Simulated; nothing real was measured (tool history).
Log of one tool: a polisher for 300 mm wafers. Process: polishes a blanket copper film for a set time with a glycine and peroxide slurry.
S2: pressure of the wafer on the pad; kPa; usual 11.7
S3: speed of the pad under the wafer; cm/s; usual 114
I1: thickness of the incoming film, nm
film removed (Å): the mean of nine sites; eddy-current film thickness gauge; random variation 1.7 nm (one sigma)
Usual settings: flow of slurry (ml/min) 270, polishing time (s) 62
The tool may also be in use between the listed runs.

Run 1, hour 0: usual settings; I1 1740.5. Result: film removed (Å) 2327.
Run 2, hour 40.3: usual settings; I1 1734.8. Result: film removed (Å) 2295.
Run 3, hour 107.2: usual settings; I1 1717.2. Result: film removed (Å) 2287.
Run 4, hour 162.9: usual settings but flow of slurry (ml/min) 230, S3 134 cm/s; I1 1678.9. Result: film removed (Å) 2479.
At hour 231.2: worn pad replaced by a new one.
Run 5, hour 270.3: usual settings but flow of slurry (ml/min) 230, S3 134 cm/s; I1 1707. Result: film removed (Å) 2624.
Run 6, hour 308.4: usual settings but flow of slurry (ml/min) 230, S3 134 cm/s; I1 1708.6. Result: film removed (Å) 2579.
Run 7, hour 372.4: usual settings but flow of slurry (ml/min) 310, polishing time (s) 77; I1 1731.9. Result: film removed (Å) 2856.
Run 8, hour 417.5: usual settings but flow of slurry (ml/min) 310, polishing time (s) 77; I1 1723. Result: film removed (Å) 2808.
Run 9, hour 477.5: usual settings but flow of slurry (ml/min) 335; I1 1710. Result: film removed (Å) 2266.
Run 10, hour 506: usual settings but flow of slurry (ml/min) 335; I1 1689.5. Result: film removed (Å) 2277.
Run 11, hour 572.9: usual settings but flow of slurry (ml/min) 335; I1 1708.9. Result: film removed (Å) 2222.
At hour 598.4: worn pad replaced by a new one.
Run 12, hour 606.2: usual settings; I1 1722. Result: film removed (Å) 2396.
Run 13, hour 655.9: usual settings; I1 1726.1. Result: film removed (Å) 2278.
At hour 684.9: slurry nozzle cleaned.
Run 14, hour 724.8: usual settings; I1 1713.1. Result: film removed (Å) 2301.
Run 15, hour 767.6: usual settings; I1 1697.1. Result: film removed (Å) 2298.
Run 16, hour 811.7: usual settings; I1 1694.6. Result: film removed (Å) 2268.
Run 17, hour 876: usual settings but S2 10.3 kPa, S3 138 cm/s; I1 1697.9. Result: film removed (Å) 2338.

Run 18 comes next. What will it give?
Run 18, hour 945.1: usual settings; I1 1695.4. Result: film removed (Å) ?.

{"run 18": {"film removed (Å)": 2204}}
Without the tool's hidden state the same run would have given film removed (Å) 2460.
